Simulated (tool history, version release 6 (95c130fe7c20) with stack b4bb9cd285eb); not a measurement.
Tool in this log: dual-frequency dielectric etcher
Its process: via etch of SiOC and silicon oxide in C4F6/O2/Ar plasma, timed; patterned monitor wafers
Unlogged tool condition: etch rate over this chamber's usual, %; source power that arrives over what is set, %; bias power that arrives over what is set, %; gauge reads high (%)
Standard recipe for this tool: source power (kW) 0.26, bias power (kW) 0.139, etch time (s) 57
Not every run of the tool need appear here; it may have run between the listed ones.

| run | day | source power (kW) | bias power (kW) | etch time (s) | wafers since the last listed run | hours since the last wet clean | hours since the last source power generator calibration | hours since the last bias power generator calibration | hours since the last upper electrode change | hours since the gauge calibration | read-back reference wafer on the same gauge, depth_nm | mean etch depth across the wafer (Å) |
|---|---|---|---|---|---|---|---|---|---|---|---|---|
| 1 | 0 | 0.26 | 0.139 | 57 | 0 | 350.4 | 3389.9 | 709 | 3281.3 | 818.8 | 40.9 | 509 |
| 2 | 2.612 | 0.26 | 0.139 | 57 | 500 | 413.1 | 3452.6 | 771.7 | 3344 | 881.5 | 41.1 | 511 |
|  | 3.929 | gauge calibrated |
|  | 5.4 | wet clean of the chamber |
| 3 | 5.5 | 0.26 | 0.139 | 57 | 361 | 2.4 | 3521.9 | 841 | 3413.3 | 37.7 | 40 | 496 |
| 4 | 9.333 | 0.29 | 0.139 | 63 | 734 | 94.4 | 3613.9 | 933 | 3505.3 | 129.7 | 40 | 587 |
| 5 | 13.562 | 0.29 | 0.139 | 63 | 810 | 195.9 | 3715.4 | 1034.5 | 3606.8 | 231.2 | 40.1 | 582 |
| 6 | 16.008 | 0.29 | 0.139 | 63 | 468 | 254.6 | 3774.1 | 1093.2 | 3665.5 | 289.9 | 40.1 | 589 |
|  | 23.296 | wet clean of the chamber |
| 7 | 23.904 | 0.26 | 0.139 | 64 | 1321 | 14.6 | 3963.6 | 1282.7 | 3855 | 479.4 | 40.3 | 564 |
| 8 | 27 | 0.25 | 0.139 | 57 | 593 | 88.9 | 4037.9 | 1357 | 3929.3 | 553.7 | 40.4 | 495 |
| 9 | 28.921 | 0.25 | 0.139 | 57 | 368 | 135 | 4084 | 1403.1 | 3975.4 | 599.8 | 40.5 | 488 |
|  | 29.438 | source power generator calibrated |
| 10 | 32.783 | 0.23 | 0.139 | 46 | 708 | 227.7 | 80.3 | 1495.8 | 4068.1 | 692.5 | 40.7 | 377 |
| 11 | 36.971 | 0.26 | 0.139 | 57 | 802 | 328.2 | 180.8 | 1596.3 | 4168.6 | 793 | 41 | 510 |
|  | 38.283 | upper electrode replaced |
| 12 | 38.604 | 0.26 | 0.139 | 57 | 121 | 367.4 | 220 | 1635.5 | 7.7 | 832.2 | 41.1 | 507 |
|  | 40.679 | bias power generator calibrated |
|  | 45.738 | wet clean of the chamber |
|  | 47.562 | gauge calibrated |
| 13 | 47.825 | 0.21 | 0.139 | 46 | 1543 | 50.1 | 441.3 | 171.5 | 229 | 6.3 | 40 | 349 |
| 14 | 51.508 | 0.28 | 0.155 | 57 | 705 | 138.5 | 529.7 | 259.9 | 317.4 | 94.7 | 40 | 538 |
| 15 | 53.375 | 0.3 | 0.152 | 70.5 | 357 | 183.3 | 574.5 | 304.7 | 362.2 | 139.5 | 40 | 690 |
| 16 | 55.521 | 0.26 | 0.139 | 57 | 411 | 234.8 | 626 | 356.2 | 413.7 | 191 | 40.1 | 500 |
| 17 | 57.475 | 0.26 | 0.139 | 45.5 | 374 | 281.7 | 672.9 | 403.1 | 460.6 | 237.9 | 40.1 | 399 |
| 18 | 60.4 | 0.26 | 0.139 | 57 | 560 | 351.9 | 743.1 | 473.3 | 530.8 | 308.1 | 40.1 | 498 |

Table of differences, measured result less the result of that run with no hidden state. Run-to-run variation is the same in both. Gauge scatter possibly is not:
| run | mean etch depth across the wafer (Å) |
|---|---|
| 1 | +11 |
| 2 | +13 |
| 3 | +0 |
| 4 | +0 |
| 5 | +1 |
| 6 | +2 |
| 7 | +5 |
| 8 | +5 |
| 9 | +6 |
| 10 | +7 |
| 11 | +11 |
| 12 | +12 |
| 13 | +0 |
| 14 | +0 |
| 15 | +1 |
| 16 | +0 |
| 17 | +1 |
| 18 | +1 |

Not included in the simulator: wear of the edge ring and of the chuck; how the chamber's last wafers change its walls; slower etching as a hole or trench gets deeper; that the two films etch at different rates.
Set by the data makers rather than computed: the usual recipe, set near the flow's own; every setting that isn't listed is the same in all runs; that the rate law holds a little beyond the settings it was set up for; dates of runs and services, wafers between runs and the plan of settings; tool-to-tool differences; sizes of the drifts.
